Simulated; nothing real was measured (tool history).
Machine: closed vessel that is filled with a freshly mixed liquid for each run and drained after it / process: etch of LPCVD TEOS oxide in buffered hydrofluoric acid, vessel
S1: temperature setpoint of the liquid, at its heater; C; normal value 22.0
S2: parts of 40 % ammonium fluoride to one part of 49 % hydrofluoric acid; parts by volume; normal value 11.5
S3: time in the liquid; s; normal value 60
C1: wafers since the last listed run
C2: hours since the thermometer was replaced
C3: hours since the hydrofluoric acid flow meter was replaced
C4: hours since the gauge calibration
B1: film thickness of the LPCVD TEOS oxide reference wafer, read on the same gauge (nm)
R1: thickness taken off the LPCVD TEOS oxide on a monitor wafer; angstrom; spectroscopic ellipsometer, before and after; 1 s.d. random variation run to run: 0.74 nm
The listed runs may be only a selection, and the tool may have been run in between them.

run 1 hour=0.0 | S1=22.0 S2=13.5 S3=60 | C1=0 C2=406.8 C3=459.1 C4=2020.2 | B1=109.98 | R1=834.0
run 2 hour=51.4 | S1=22.0 S2=13.5 S3=60 | C1=4301 C2=458.2 C3=510.5 C4=2071.6 | B1=109.98 | R1=825.7
run 3 hour=134.0 | S1=22.0 S2=13.5 S3=60 | C1=6913 C2=540.8 C3=593.1 C4=2154.2 | B1=110.00 | R1=831.0
run 4 hour=208.1 | S1=19.0 S2=11.5 S3=60 | C1=6201 C2=614.9 C3=667.2 C4=2228.3 | B1=109.97 | R1=810.4
run 5 hour=245.6 | S1=19.0 S2=11.5 S3=60 | C1=3138 C2=652.4 C3=704.7 C4=2265.8 | B1=110.04 | R1=796.5
run 6 hour=284.0 | S1=19.0 S2=11.5 S3=60 | C1=3213 C2=690.8 C3=743.1 C4=2304.2 | B1=110.01 | R1=816.5
run 7 hour=383.1 | S1=22.0 S2=11.5 S3=60 | C1=8294 C2=789.9 C3=842.2 C4=2403.3 | B1=110.00 | R1=961.4
run 8 hour=468.1 | S1=22.0 S2=11.5 S3=60 | C1=7114 C2=874.9 C3=927.2 C4=2488.3 | B1=109.96 | R1=967.4
run 9 hour=532.2 | S1=22.0 S2=11.5 S3=60 | C1=5364 C2=939.0 C3=991.3 C4=2552.4 | B1=110.01 | R1=942.5
-- hour=582.8 gauge calibrated
run 10 hour=633.4 | S1=22.0 S2=13.5 S3=50 | C1=8469 C2=1040.2 C3=1092.5 C4=50.6 | B1=110.01 | R1=668.1
run 11 hour=710.2 | S1=22.0 S2=11.5 S3=60 | C1=6427 C2=1117.0 C3=1169.3 C4=127.4 | B1=109.98 | R1=947.1
run 12 hour=789.8 | S1=22.0 S2=11.5 S3=80 | C1=6662 C2=1196.6 C3=1248.9 C4=207.0 | B1=110.04 | R1=1247.3
run 13 hour=879.0 | S1=22.0 S2=11.5 S3=80 | C1=7465 C2=1285.8 C3=1338.1 C4=296.2 | B1=110.00 | R1=1264.3
run 14 hour=920.2 | S1=22.0 S2=11.5 S3=60 | C1=3448 C2=1327.0 C3=1379.3 C4=337.4 | B1=110.02 | R1=945.1
run 15 hour=980.2 | S1=24.5 S2=13.5 S3=45 | C1=5021 C2=1387.0 C3=1439.3 C4=397.4 | B1=110.01 | R1=691.0
-- hour=1009.8 thermometer replaced
run 16 hour=1054.5 | S1=22.0 S2=11.5 S3=70 | C1=6134 C2=44.7 C3=1513.6 C4=471.7 | B1=109.99 | R1=1097.9
run 17 hour=1107.6 | S1=19.0 S2=13.0 S3=45 | C1=4444 C2=97.8 C3=1566.7 C4=524.8 | B1=110.04 | R1=532.1
-- hour=1138.2 hydrofluoric acid flow meter replaced
run 18 hour=1180.8 | S1=22.0 S2=11.5 S3=60 | C1=6042 C2=171.0 C3=42.6 C4=598.0 | B1=109.99 | R1=896.5
run 19 hour=1328.2 | S1=22.0 S2=11.5 S3=60 | C1=12336 C2=318.4 C3=190.0 C4=745.4 | B1=109.99 | R1=899.8
run 20 hour=1418.5 | S1=25.5 S2=10.5 S3=90 | C1=7557 C2=408.7 C3=280.3 C4=835.7 | B1=110.02 | R1=1780.4
run 21 hour=1465.5 | S1=22.0 S2=11.5 S3=60 | C1=3933 C2=455.7 C3=327.3 C4=882.7 | B1=109.93 | R1=888.4
run 22 hour=1524.8 | S1=26.5 S2=11.5 S3=75 | C1=4963 C2=515.0 C3=386.6 C4=942.0 | B1=110.00 | R1=1419.9
run 23 hour=1574.5 | S1=22.0 S2=11.5 S3=60 | C1=4159 C2=564.7 C3=436.3 C4=991.7 | B1=109.99 | R1=876.8
-- hour=1611.5 hydrofluoric acid flow meter replaced, repeated, since the last time left the tool worse
run 24 hour=1680.8 | S1=24.5 S2=11.5 S3=60 | C1=8813 C2=671.0 C3=69.3 C4=1098.0 | B1=110.03 | R1=1114.4
run 25 hour=1732.1 | S1=18.0 S2=14.0 S3=90 | C1=4293 C2=722.3 C3=120.6 C4=1149.3 | B1=109.99 | R1=971.8
run 26 hour=1799.7 | S1=22.0 S2=10.5 S3=60 | C1=5657 C2=789.9 C3=188.2 C4=1216.9 | B1=109.97 | R1=1062.0
run 27 hour=1861.0 | S1=22.0 S2=14.5 S3=60 | C1=5130 C2=851.2 C3=249.5 C4=1278.2 | B1=110.04 | R1=762.0
run 28 hour=1931.6 | S1=17.5 S2=10.0 S3=80 | C1=5908 C2=921.8 C3=320.1 C4=1348.8 | B1=110.02 | R1=1147.1
run 29 hour=2020.4 | S1=22.0 S2=11.5 S3=60 | C1=7432 C2=1010.6 C3=408.9 C4=1437.6 | B1=109.98 | R1=960.2
run 30 hour=2071.8 | S1=20.5 S2=13.0 S3=95 | C1=4301 C2=1062.0 C3=460.3 C4=1489.0 | B1=110.00 | R1=1245.6
run 31 hour=2125.7 | S1=22.0 S2=11.5 S3=60 | C1=4511 C2=1115.9 C3=514.2 C4=1542.9 | B1=110.00 | R1=961.0
run 32 hour=2185.5 | S1=22.0 S2=11.5 S3=60 | C1=5004 C2=1175.7 C3=574.0 C4=1602.7 | B1=110.05 | R1=966.0

Hidden state at the last listed run before each entry between runs and at the first one after, where it differs:
After run 9, before run 10: gauge calibrated (hour 582.8)
  hydrofluoric acid flow below the setpoint (%): 3.14 -> 3.41
  difference, measured minus the result without the unlogged condition, R1: -29.9 -> -23.2 angstrom
After run 15, before run 16: thermometer replaced (hour 1009.8)
  hydrofluoric acid flow below the setpoint (%): 4.34 -> 4.54
  difference, measured minus the result without the unlogged condition, R1: -30.8 -> -51.0 angstrom
After run 17, before run 18: hydrofluoric acid flow meter replaced (hour 1138.2)
  hydrofluoric acid flow below the setpoint (%): 4.68 -> 9.05
  difference, measured minus the result without the unlogged condition, R1: -25.7 -> -87.1 angstrom
After run 23, before run 24: hydrofluoric acid flow meter replaced, repeated, since the last time left the tool worse (hour 1611.5)
  hydrofluoric acid flow below the setpoint (%): 10.1 -> 1.01
  difference, measured minus the result without the unlogged condition, R1: -96.3 -> -11.1 angstrom
